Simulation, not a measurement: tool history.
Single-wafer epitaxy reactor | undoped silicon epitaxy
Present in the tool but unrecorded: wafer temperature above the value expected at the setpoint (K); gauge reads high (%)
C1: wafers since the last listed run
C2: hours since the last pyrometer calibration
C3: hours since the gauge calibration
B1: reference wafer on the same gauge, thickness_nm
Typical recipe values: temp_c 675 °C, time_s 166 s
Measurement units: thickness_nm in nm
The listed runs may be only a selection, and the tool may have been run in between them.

run 1 hour=0 | temp_c=675 time_s=166 | C1=0 C2=2605.4 C3=201.3 | B1=47.881 | thickness_nm=47.68
run 2 hour=30.9 | temp_c=675 time_s=148 | C1=190 C2=2636.3 C3=232.2 | B1=47.845 | thickness_nm=42.001
run 3 hour=46.6 | temp_c=675 time_s=166 | C1=96 C2=2652 C3=247.9 | B1=47.751 | thickness_nm=47.346
run 4 hour=75.4 | temp_c=675 time_s=166 | C1=177 C2=2680.8 C3=276.7 | B1=47.745 | thickness_nm=46.841
run 5 hour=111 | temp_c=675 time_s=166 | C1=218 C2=2716.4 C3=312.3 | B1=47.607 | thickness_nm=47.224
run 6 hour=145.7 | temp_c=665 time_s=158 | C1=213 C2=2751.1 C3=347 | B1=47.529 | thickness_nm=35.152
run 7 hour=159.4 | temp_c=675 time_s=166 | C1=84 C2=2764.8 C3=360.7 | B1=47.584 | thickness_nm=47.03
run 8 hour=188.8 | temp_c=675 time_s=166 | C1=180 C2=2794.2 C3=390.1 | B1=47.515 | thickness_nm=46.546
run 9 hour=204 | temp_c=675 time_s=166 | C1=93 C2=2809.4 C3=405.3 | B1=47.566 | thickness_nm=46.913
run 10 hour=223.7 | temp_c=681 time_s=166 | C1=121 C2=2829.1 C3=425 | B1=47.49 | thickness_nm=53.938
run 11 hour=249.9 | temp_c=685 time_s=166 | C1=161 C2=2855.3 C3=451.2 | B1=47.515 | thickness_nm=58.844
run 12 hour=276.5 | temp_c=685 time_s=166 | C1=163 C2=2881.9 C3=477.8 | B1=47.437 | thickness_nm=58.848
run 13 hour=289.6 | temp_c=685 time_s=166 | C1=80 C2=2895 C3=490.9 | B1=47.427 | thickness_nm=59.108
run 14 hour=317.4 | temp_c=675 time_s=166 | C1=171 C2=2922.8 C3=518.7 | B1=47.432 | thickness_nm=46.999
run 15 hour=351.7 | temp_c=675 time_s=166 | C1=210 C2=2957.1 C3=553 | B1=47.434 | thickness_nm=46.883
run 16 hour=374.8 | temp_c=675 time_s=166 | C1=142 C2=2980.2 C3=576.1 | B1=47.338 | thickness_nm=46.916
run 17 hour=387.3 | temp_c=675 time_s=141 | C1=76 C2=2992.7 C3=588.6 | B1=47.368 | thickness_nm=39.868
run 18 hour=413 | temp_c=664 time_s=154 | C1=158 C2=3018.4 C3=614.3 | B1=47.368 | thickness_nm=33.267
-- hour=430.1 pyrometer calibrated
run 19 hour=442.2 | temp_c=675 time_s=166 | C1=130 C2=12.1 C3=643.5 | B1=47.322 | thickness_nm=46.756
-- hour=476.9 gauge calibrated
run 20 hour=504.4 | temp_c=663 time_s=152 | C1=382 C2=74.3 C3=27.5 | B1=48.546 | thickness_nm=32.948
run 21 hour=536.5 | temp_c=681 time_s=188 | C1=197 C2=106.4 C3=59.6 | B1=48.401 | thickness_nm=62.608
run 22 hour=552.9 | temp_c=680 time_s=166 | C1=100 C2=122.8 C3=76 | B1=48.251 | thickness_nm=53.443
run 23 hour=643.6 | temp_c=688 time_s=147 | C1=557 C2=213.5 C3=166.7 | B1=47.932 | thickness_nm=56.883
run 24 hour=678.5 | temp_c=682 time_s=166 | C1=214 C2=248.4 C3=201.6 | B1=47.844 | thickness_nm=55.668
run 25 hour=743.7 | temp_c=667 time_s=166 | C1=401 C2=313.6 C3=266.8 | B1=47.693 | thickness_nm=38.757
run 26 hour=771.9 | temp_c=687 time_s=183 | C1=173 C2=341.8 C3=295 | B1=47.659 | thickness_nm=68.291
run 27 hour=788.1 | temp_c=675 time_s=166 | C1=99 C2=358 C3=311.2 | B1=47.604 | thickness_nm=46.972
run 28 hour=804.1 | temp_c=675 time_s=148 | C1=98 C2=374 C3=327.2 | B1=47.509 | thickness_nm=41.916
run 29 hour=818.9 | temp_c=688 time_s=140 | C1=91 C2=388.8 C3=342 | B1=47.517 | thickness_nm=53.814
run 30 hour=838.6 | temp_c=669 time_s=166 | C1=121 C2=408.5 C3=361.7 | B1=47.465 | thickness_nm=40.817
run 31 hour=858.3 | temp_c=681 time_s=188 | C1=121 C2=428.2 C3=381.4 | B1=47.47 | thickness_nm=61.029
run 32 hour=880.5 | temp_c=686 time_s=156 | C1=136 C2=450.4 C3=403.6 | B1=47.464 | thickness_nm=56.953
run 33 hour=905.1 | temp_c=680 time_s=198 | C1=151 C2=475 C3=428.2 | B1=47.401 | thickness_nm=62.774
run 34 hour=918.3 | temp_c=675 time_s=166 | C1=81 C2=488.2 C3=441.4 | B1=47.422 | thickness_nm=46.928
run 35 hour=941.3 | temp_c=668 time_s=166 | C1=141 C2=511.2 C3=464.4 | B1=47.335 | thickness_nm=39.709

Forecast each of these 4 alternatives for the next run:
run A hour=941.7 | temp_c=675 time_s=166 | C1=2 C2=511.6 C3=464.8 | B1=? | thickness_nm=?
run B hour=941.7 | temp_c=675 time_s=140 | C1=2 C2=511.6 C3=464.8 | B1=? | thickness_nm=?
run C hour=941.7 | temp_c=675 time_s=143 | C1=2 C2=511.6 C3=464.8 | B1=? | thickness_nm=?
run D hour=941.7 | temp_c=688 time_s=190 | C1=2 C2=511.6 C3=464.8 | B1=? | thickness_nm=?

run=A B1=47.389 thickness_nm=46.769
run=B B1=47.389 thickness_nm=39.444
run=C B1=47.389 thickness_nm=40.289
run=D B1=47.389 thickness_nm=72.359
Take away the tool's hidden state, keep each run's random variation, and the runs would have read:
run=A thickness_nm=48.095
run=B thickness_nm=40.562
run=C thickness_nm=41.431
run=D thickness_nm=74.411

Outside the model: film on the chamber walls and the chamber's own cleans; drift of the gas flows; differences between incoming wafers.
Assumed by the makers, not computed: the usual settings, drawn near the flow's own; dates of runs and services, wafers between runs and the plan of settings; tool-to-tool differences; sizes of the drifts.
